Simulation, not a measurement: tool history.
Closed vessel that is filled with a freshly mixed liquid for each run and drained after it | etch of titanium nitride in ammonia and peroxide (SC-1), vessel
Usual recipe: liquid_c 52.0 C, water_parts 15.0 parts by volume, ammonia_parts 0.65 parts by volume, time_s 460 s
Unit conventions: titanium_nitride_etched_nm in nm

run,hour,liquid_c,water_parts,ammonia_parts,time_s,"read-back film thickness of the titanium nitride reference wafer, read on the same gauge (nm)",titanium_nitride_etched_nm
1,0.0,52.0,20.5,0.65,460,99.99,40.00
# hour 15.4: gauge calibrated
2,102.6,52.0,20.5,0.65,460,100.02,39.81
3,176.3,52.0,20.5,0.65,460,99.99,39.95
4,274.6,52.0,11.0,0.65,460,99.99,55.76
5,351.6,52.0,11.0,0.65,460,100.01,55.94
6,431.8,52.0,11.0,0.65,460,100.03,56.02
7,501.5,46.0,15.0,0.65,460,100.01,30.99
8,545.6,46.0,15.0,0.65,460,100.01,30.96
# hour 618.5: ammonia flow meter replaced
9,642.5,52.0,22.5,0.65,460,100.02,37.16
# hour 645.3: new drum of ammonia solution connected
10,744.0,52.0,15.0,0.90,460,100.03,50.13
11,802.2,56.5,15.0,0.65,270,99.97,37.89
# hour 851.8: thermometer replaced
12,867.4,61.0,8.5,0.80,630,99.98,164.70
# hour 1026.7: gauge calibrated
13,1121.7,58.0,15.0,0.65,460,100.01,71.22
14,1188.1,56.0,15.0,0.65,460,100.00,62.28
15,1245.7,52.0,18.0,0.50,310,100.00,27.50
16,1327.3,46.0,15.0,0.65,460,99.99,31.25
17,1419.5,52.0,15.0,0.65,460,100.03,47.41

Here are 4 independent what-if runs from the current tool condition. What would each one return?
A,1420.3,52.0,15.0,0.65,460,?,?
B,1420.3,52.0,15.0,0.75,460,?,?
C,1420.3,52.0,21.5,0.50,320,?,?
D,1420.3,52.0,12.5,0.80,570,?,?

run,"read-back film thickness of the titanium nitride reference wafer, read on the same gauge (nm)",titanium_nitride_etched_nm
A,100.00,47.49
B,100.00,48.69
C,100.00,25.83
D,100.00,67.20
Had the tool no hidden state, the same runs would have come out as:
run,titanium_nitride_etched_nm
A,47.40
B,48.60
C,25.77
D,67.08
